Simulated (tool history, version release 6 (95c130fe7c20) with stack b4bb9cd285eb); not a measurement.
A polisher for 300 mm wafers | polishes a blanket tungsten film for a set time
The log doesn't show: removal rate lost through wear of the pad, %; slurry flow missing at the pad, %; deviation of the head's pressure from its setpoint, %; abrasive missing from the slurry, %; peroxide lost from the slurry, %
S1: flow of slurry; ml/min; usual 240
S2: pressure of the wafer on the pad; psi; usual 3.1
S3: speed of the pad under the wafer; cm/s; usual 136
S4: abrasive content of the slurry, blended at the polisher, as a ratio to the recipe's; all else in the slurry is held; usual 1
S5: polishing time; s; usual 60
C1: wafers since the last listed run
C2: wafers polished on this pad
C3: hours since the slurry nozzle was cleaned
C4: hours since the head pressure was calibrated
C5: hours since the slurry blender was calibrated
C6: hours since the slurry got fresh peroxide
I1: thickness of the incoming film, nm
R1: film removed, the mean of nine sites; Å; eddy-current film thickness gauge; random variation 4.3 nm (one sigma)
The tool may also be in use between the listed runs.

run   hour   S1   S2   S3    S4  S5   C1    C2     C3      C4     C5     C6     I1    R1
  1      0  240  3.1  136     1  60    0   325  417.2  1105.7  195.1   46.1  895.1  3482
       7.5  -- head pressure recalibrated
  2   14.3  240  3.1  136     1  72  171   497  431.5     6.8  209.4   60.4  910.3  4237
  3   23.9  240  3.1  136     1  60  134   631  441.1    16.4    219     70  910.7  3593
  4   36.4  240  3.1  136     1  60  174   805  453.6    28.9  231.5   82.5    919  3514
  5     48  240  3.1  136     1  60  161   967  465.2    40.5  243.1   94.1  907.7  3586
      59.3  -- slurry tank refilled with fresh slurry and peroxide
  6   62.5  240  3.1  136     1  60  188  1156  479.7      55  257.6    3.2  908.6  3566
      78.1  -- slurry nozzle cleaned
  7   78.6  310  3.1  136   0.9  60  210  1367    0.5    71.1  273.7   19.3    902  3562
        83  -- slurry blender recalibrated
      84.9  -- worn pad replaced by a new one
  8     91  240  3.1  136     1  60  118    85   12.9    83.5      8   31.7  902.7  3583
  9  101.7  240  3.7  180     1  60  149   234   23.6    94.2   18.7   42.4  905.2  5349
 10  109.9  240  3.9  136  0.85  54  114   349   31.8   102.4   26.9   50.6  889.1  3593
 11    123  240  3.1  108  1.15  60  182   532   44.9   115.5     40   63.7  922.5  2981
 12  129.2  265  3.1  136     1  60   86   618   51.1   121.7   46.2   69.9  917.9  3564
 13  137.8  240  2.7  108   1.2  71  120   738   59.7   130.3   54.8   78.5  907.6  3222
 14  154.5  240  3.9  136     1  72  233   972   76.4     147   71.5   95.2    900  4982
 15  169.1  240  3.1  136     1  60  203  1176     91   161.6   86.1  109.8  925.6  3600
       179  -- slurry tank refilled with fresh slurry and peroxide
 16  192.3  240  3.1  152     1  69  310  1486  114.2   184.8  109.3   13.3  927.4  4504
     205.6  -- worn pad replaced by a new one
 17  206.4  275  3.9  136  1.25  80  141    11  128.3   198.9  123.4   27.4  917.9  5771
 18  214.9  240  3.1  136  1.15  60  118   130  136.8   207.4  131.9   35.9  926.6  3663
 19  230.5  175  3.4  136     1  48  217   348  152.4     223  147.5   51.5  925.9  2854
 20  239.3  240  3.1  136     1  60  122   471  161.2   231.8  156.3   60.3  908.8  3547
 21    255  240  3.1  136     1  60  219   690  176.9   247.5    172     76  907.4  3554
 22  266.5  240  3.1  124     1  52  160   851  188.4     259  183.5   87.5  904.7  2809
 23  281.5  240  3.1  156     1  50  209  1060  203.4     274  198.5  102.5  902.3  3364
     293.6  -- slurry tank refilled with fresh slurry and peroxide
 24  294.7  280  3.1  136   1.1  60  170  1230  216.6   287.2  211.7    1.1  901.9  3654
 25  309.1  240  3.1  136     1  60  201  1432    231   301.6  226.1   15.5    900  3593
     319.3  -- worn pad replaced by a new one
 26  324.2  270  2.2  136  0.85  50  155    68  246.1   316.7  241.2   30.6  919.9  2437
 27  336.6  290  3.1  164  1.25  49  173   241  258.5   329.1  253.6     43  900.1  3704

How the hidden state differs across the entries between the runs, from the last listed run before each to the first after it:
Between runs 1 and 2: head pressure recalibrated (hour 7.5)
  no hidden state differs between the two runs
Between runs 5 and 6: slurry tank refilled with fresh slurry and peroxide (hour 59.3)
  no hidden state differs between the two runs
Between runs 6 and 7: slurry nozzle cleaned (hour 78.1)
  no hidden state differs between the two runs
Between runs 7 and 8: slurry blender recalibrated (hour 83); worn pad replaced by a new one (hour 84.9)
  no hidden state differs between the two runs
Between runs 15 and 16: slurry tank refilled with fresh slurry and peroxide (hour 179)
  no hidden state differs between the two runs
Between runs 16 and 17: worn pad replaced by a new one (hour 205.6)
  no hidden state differs between the two runs
Between runs 23 and 24: slurry tank refilled with fresh slurry and peroxide (hour 293.6)
  no hidden state differs between the two runs
Between runs 25 and 26: worn pad replaced by a new one (hour 319.3)
  no hidden state differs between the two runs
